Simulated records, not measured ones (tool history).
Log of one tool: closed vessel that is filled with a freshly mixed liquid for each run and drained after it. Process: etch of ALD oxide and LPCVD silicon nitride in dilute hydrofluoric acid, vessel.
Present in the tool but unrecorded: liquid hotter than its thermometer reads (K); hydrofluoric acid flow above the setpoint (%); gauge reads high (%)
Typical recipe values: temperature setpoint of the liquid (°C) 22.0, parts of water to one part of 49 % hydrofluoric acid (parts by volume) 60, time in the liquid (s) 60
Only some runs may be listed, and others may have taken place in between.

run     day  temperature setpoint of the liquid (°C)  parts of water to one part of 49 % hydrofluoric acid (parts by volume)  time in the liquid (s)  wafers since the last listed run  hours since the thermometer was replaced  hours since the hydrofluoric acid flow meter was replaced  hours since the gauge calibration  read-back film thickness of the ALD oxide reference wafer, read on the same gauge (nm)  read-back film thickness of the LPCVD silicon nitride reference wafer, read on the same gauge (nm)  thickness taken off the ALD oxide on a monitor wafer (nm)  thickness taken off the LPCVD silicon nitride on a monitor wafer (nm)
  1   0.000                                     22.0                                                                      60                      60                                 0                                     164.4                                                      351.8                               65.7                                                                                   79.99                                                                                              69.995                                                      31.34                                                                  0.370
  2   0.500                                     19.5                                                                      40                      60                               921                                     176.4                                                      363.8                               77.7                                                                                   80.02                                                                                              70.032                                                      43.80                                                                  0.557
  3   1.612                                     18.0                                                                      35                      80                              2049                                     203.1                                                      390.5                              104.4                                                                                   80.03                                                                                              70.024                                                      63.07                                                                  0.711
  4   2.300                                     22.0                                                                      60                      60                              1266                                     219.6                                                      407.0                              120.9                                                                                   79.99                                                                                              70.002                                                      31.60                                                                  0.471
  5   2.833                                     22.0                                                                      85                      60                               982                                     232.4                                                      419.8                              133.7                                                                                   80.01                                                                                              70.055                                                      21.69                                                                  0.295
  6   4.008                                     22.0                                                                      60                      60                              2164                                     260.6                                                      448.0                              161.9                                                                                   80.00                                                                                              69.986                                                      31.75                                                                  0.463
  7   4.750                                     20.5                                                                      60                      35                              1366                                     278.4                                                      465.8                              179.7                                                                                   79.98                                                                                              69.992                                                      17.43                                                                  0.237
  8   5.646                                     19.5                                                                      75                      40                              1650                                     299.9                                                      487.3                              201.2                                                                                   79.99                                                                                              70.012                                                      15.09                                                                  0.210
  9   6.775                                     18.5                                                                      60                      90                              2080                                     327.0                                                      514.4                              228.3                                                                                   79.98                                                                                              70.006                                                      41.35                                                                  0.525
 10   7.338                                     18.5                                                                      75                      40                              1036                                     340.5                                                      527.9                              241.8                                                                                   79.95                                                                                              70.037                                                      14.55                                                                  0.163
 11   9.512                                     24.5                                                                      40                      40                              4006                                     392.7                                                      580.1                              294.0                                                                                   79.99                                                                                              69.968                                                      36.54                                                                  0.524
 12  10.704                                     22.0                                                                      60                      60                              2195                                     421.3                                                      608.7                              322.6                                                                                   80.00                                                                                              69.968                                                      32.48                                                                  0.387
 13  12.058                                     22.0                                                                      60                      60                              2494                                     453.8                                                      641.2                              355.1                                                                                   79.99                                                                                              70.017                                                      32.28                                                                  0.458
 14  13.271                                     22.0                                                                      60                      60                              2233                                     482.9                                                      670.3                              384.2                                                                                   80.00                                                                                              70.055                                                      32.55                                                                  0.463
 15  14.712                                     19.0                                                                      75                      40                              2655                                     517.5                                                      704.9                              418.8                                                                                   80.01                                                                                              70.010                                                      15.05                                                                  0.197
     14.879  -- hydrofluoric acid flow meter replaced
 16  17.117                                     22.0                                                                      60                      60                              4352                                     575.2                                                       53.7                              476.5                                                                                   80.01                                                                                              69.986                                                      31.47                                                                  0.516
 17  18.229                                     26.5                                                                      60                      80                              2049                                     601.9                                                       80.4                              503.2                                                                                   80.00                                                                                              69.990                                                      50.35                                                                  0.782
 18  19.433                                     17.5                                                                      60                      60                              2218                                     630.8                                                      109.3                              532.1                                                                                   80.00                                                                                              70.008                                                      26.27                                                                  0.320
 19  20.375                                     19.5                                                                      60                      60                              1734                                     653.4                                                      131.9                              554.7                                                                                   80.03                                                                                              69.968                                                      28.76                                                                  0.376
 20  21.017                                     22.0                                                                      60                      60                              1182                                     668.8                                                      147.3                              570.1                                                                                   79.95                                                                                              70.039                                                      31.89                                                                  0.399
 21  22.371                                     22.0                                                                      60                      60                              2494                                     701.3                                                      179.8                              602.6                                                                                   80.03                                                                                              69.987                                                      31.69                                                                  0.429
 22  23.779                                     22.0                                                                      60                      60                              2594                                     735.1                                                      213.6                              636.4                                                                                   80.07                                                                                              69.995                                                      31.79                                                                  0.439
 23  24.438                                     19.0                                                                      45                      75                              1212                                     750.9                                                      229.4                              652.2                                                                                   79.99                                                                                              69.978                                                      47.64                                                                  0.676
 24  24.954                                     18.5                                                                      70                      75                               951                                     763.3                                                      241.8                              664.6                                                                                   80.02                                                                                              69.975                                                      29.17                                                                  0.331
 25  26.000                                     18.0                                                                      75                      80                              1926                                     788.4                                                      266.9                              689.7                                                                                   79.97                                                                                              70.006                                                      28.54                                                                  0.323

5 ways to go on from here, each from the tool as it stands after run 25. What would each give?
  A  26.029                                     25.0                                                                      60                      60                                53                                     789.1                                                      267.6                              690.4                                                                                       ?                                                                                                   ?                                                          ?                                                                      ?
  B  26.029                                     24.0                                                                      80                      60                                53                                     789.1                                                      267.6                              690.4                                                                                       ?                                                                                                   ?                                                          ?                                                                      ?
  C  26.029                                     25.0                                                                      80                      60                                53                                     789.1                                                      267.6                              690.4                                                                                       ?                                                                                                   ?                                                          ?                                                                      ?
  D  26.029                                     17.0                                                                      40                      45                                53                                     789.1                                                      267.6                              690.4                                                                                       ?                                                                                                   ?                                                          ?                                                                      ?
  E  26.029                                     17.5                                                                      30                      50                                53                                     789.1                                                      267.6                              690.4                                                                                       ?                                                                                                   ?                                                          ?                                                                      ?

run  read-back film thickness of the ALD oxide reference wafer, read on the same gauge (nm)  read-back film thickness of the LPCVD silicon nitride reference wafer, read on the same gauge (nm)  thickness taken off the ALD oxide on a monitor wafer (nm)  thickness taken off the LPCVD silicon nitride on a monitor wafer (nm)
  A                                                                                   79.96                                                                                              70.029                                                      36.04                                                                  0.556
  B                                                                                   79.96                                                                                              70.029                                                      25.30                                                                  0.392
  C                                                                                   79.96                                                                                              70.029                                                      26.33                                                                  0.419
  D                                                                                   79.96                                                                                              70.029                                                      29.70                                                                  0.357
  E                                                                                   79.96                                                                                              70.029                                                      45.48                                                                  0.543
Had the tool no hidden state, the same runs would have come out as:
run  thickness taken off the ALD oxide on a monitor wafer (nm)  thickness taken off the LPCVD silicon nitride on a monitor wafer (nm)
  A                                                      34.43                                                                  0.524
  B                                                      24.16                                                                  0.369
  C                                                      25.15                                                                  0.395
  D                                                      28.34                                                                  0.336
  E                                                      43.40                                                                  0.510
